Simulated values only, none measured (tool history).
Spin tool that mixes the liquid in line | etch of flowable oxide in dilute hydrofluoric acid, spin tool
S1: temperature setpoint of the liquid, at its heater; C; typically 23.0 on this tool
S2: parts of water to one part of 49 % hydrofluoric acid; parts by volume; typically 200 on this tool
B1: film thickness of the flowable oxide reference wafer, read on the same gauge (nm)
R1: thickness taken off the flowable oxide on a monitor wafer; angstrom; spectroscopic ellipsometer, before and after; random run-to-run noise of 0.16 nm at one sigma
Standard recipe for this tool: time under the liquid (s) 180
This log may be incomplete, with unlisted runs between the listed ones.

run 1 day=0.000 | S1=23.0 S2=200 time_under_the_liquid_(s)=180 | B1=30.01 | R1=375.1
run 2 day=1.975 | S1=23.0 S2=200 time_under_the_liquid_(s)=180 | B1=29.96 | R1=374.5
run 3 day=5.450 | S1=23.0 S2=200 time_under_the_liquid_(s)=180 | B1=29.97 | R1=368.5
run 4 day=7.108 | S1=23.0 S2=200 time_under_the_liquid_(s)=180 | B1=30.02 | R1=371.3
run 5 day=9.871 | S1=23.0 S2=200 time_under_the_liquid_(s)=180 | B1=29.96 | R1=371.0
run 6 day=12.700 | S1=23.0 S2=200 time_under_the_liquid_(s)=180 | B1=30.01 | R1=369.5
run 7 day=15.346 | S1=23.0 S2=200 time_under_the_liquid_(s)=180 | B1=29.97 | R1=366.7
run 8 day=18.579 | S1=23.0 S2=200 time_under_the_liquid_(s)=180 | B1=30.00 | R1=365.4
run 9 day=20.962 | S1=23.0 S2=135 time_under_the_liquid_(s)=180 | B1=30.01 | R1=579.7
-- day=22.129 gauge calibrated
run 10 day=24.633 | S1=27.0 S2=145 time_under_the_liquid_(s)=225 | B1=29.98 | R1=766.4
-- day=24.750 thermometer replaced
run 11 day=26.262 | S1=23.0 S2=200 time_under_the_liquid_(s)=220 | B1=29.99 | R1=426.0
run 12 day=28.396 | S1=23.0 S2=200 time_under_the_liquid_(s)=180 | B1=30.02 | R1=350.3
-- day=30.825 hydrofluoric acid flow meter replaced
run 13 day=31.600 | S1=23.0 S2=255 time_under_the_liquid_(s)=140 | B1=30.03 | R1=201.1
run 14 day=33.571 | S1=23.0 S2=200 time_under_the_liquid_(s)=180 | B1=29.96 | R1=343.8
-- day=34.558 thermometer replaced, repeated, since the last time left the tool worse
run 15 day=36.746 | S1=23.0 S2=200 time_under_the_liquid_(s)=265 | B1=29.98 | R1=566.3
run 16 day=40.554 | S1=21.5 S2=110 time_under_the_liquid_(s)=100 | B1=30.05 | R1=401.3
run 17 day=43.283 | S1=23.0 S2=200 time_under_the_liquid_(s)=180 | B1=30.03 | R1=378.3

Below are 3 alternative next runs, each starting from the tool's condition after run 17. Predict each:
run A day=43.304 | S1=23.0 S2=200 time_under_the_liquid_(s)=180 | B1=? | R1=?
run B day=43.304 | S1=21.5 S2=115 time_under_the_liquid_(s)=180 | B1=? | R1=?
run C day=43.304 | S1=27.0 S2=250 time_under_the_liquid_(s)=265 | B1=? | R1=?

run=A B1=30.00 R1=380.1
run=B B1=30.00 R1=683.6
run=C B1=30.00 R1=490.4
Take away the tool's hidden state, keep each run's random variation, and the runs would have read:
run=A R1=384.6
run=B R1=692.2
run=C R1=495.7
